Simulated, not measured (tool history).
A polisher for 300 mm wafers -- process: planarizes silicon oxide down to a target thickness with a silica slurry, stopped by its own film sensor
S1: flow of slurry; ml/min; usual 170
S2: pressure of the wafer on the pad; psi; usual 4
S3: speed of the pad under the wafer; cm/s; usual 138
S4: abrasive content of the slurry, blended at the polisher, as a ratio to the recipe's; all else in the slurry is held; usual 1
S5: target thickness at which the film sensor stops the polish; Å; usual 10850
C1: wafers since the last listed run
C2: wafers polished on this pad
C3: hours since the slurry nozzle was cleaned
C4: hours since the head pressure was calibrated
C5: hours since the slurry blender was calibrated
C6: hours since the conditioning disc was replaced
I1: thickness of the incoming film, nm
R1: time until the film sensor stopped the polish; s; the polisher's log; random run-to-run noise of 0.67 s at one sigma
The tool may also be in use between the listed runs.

run,hour,S1,S2,S3,S4,S5,C1,C2,C3,C4,C5,C6,I1,R1
1,0,170,4,138,0.9,10850,0,474,755.2,1440.2,403.8,271.7,1334,88.7
2,17.2,170,4,138,0.9,10850,233,707,772.4,1457.4,421,288.9,1313.3,85.8
3,24.8,170,4,138,0.9,10850,103,810,780,1465,428.6,296.5,1310,84
# hour 32.9: worn pad replaced by a new one
4,33.4,170,4,138,1,10850,62,6,788.6,1473.6,437.2,305.1,1311.9,73.8
5,43.5,140,4,138,1,10850,136,143,798.7,1483.7,447.3,315.2,1305.7,75.6
6,54,215,4,138,1.15,10850,142,286,809.2,1494.2,457.8,325.7,1306.1,66.6
7,68.2,170,4,138,1,10850,192,478,823.4,1508.4,472,339.9,1319.4,86.6
# hour 79.9: conditioning disc replaced and pad reconditioned
# hour 82.8: slurry nozzle cleaned
8,83.1,170,4,138,1,10850,161,639,0.3,1523.3,486.9,3.2,1344.1,99
9,93.2,170,4,138,1,10850,136,776,10.4,1533.4,497,13.3,1328.1,94.2

What will run 10 give?
# hour 100.2: worn pad replaced by a new one
10,107.4,135,4,150,1,10850,138,98,24.6,1547.6,511.2,27.5,1325.8,?

Run 10 yielded R1 91.3 s.
The same run, on a tool lacking any hidden state, would have yielded R1 55.8 s.

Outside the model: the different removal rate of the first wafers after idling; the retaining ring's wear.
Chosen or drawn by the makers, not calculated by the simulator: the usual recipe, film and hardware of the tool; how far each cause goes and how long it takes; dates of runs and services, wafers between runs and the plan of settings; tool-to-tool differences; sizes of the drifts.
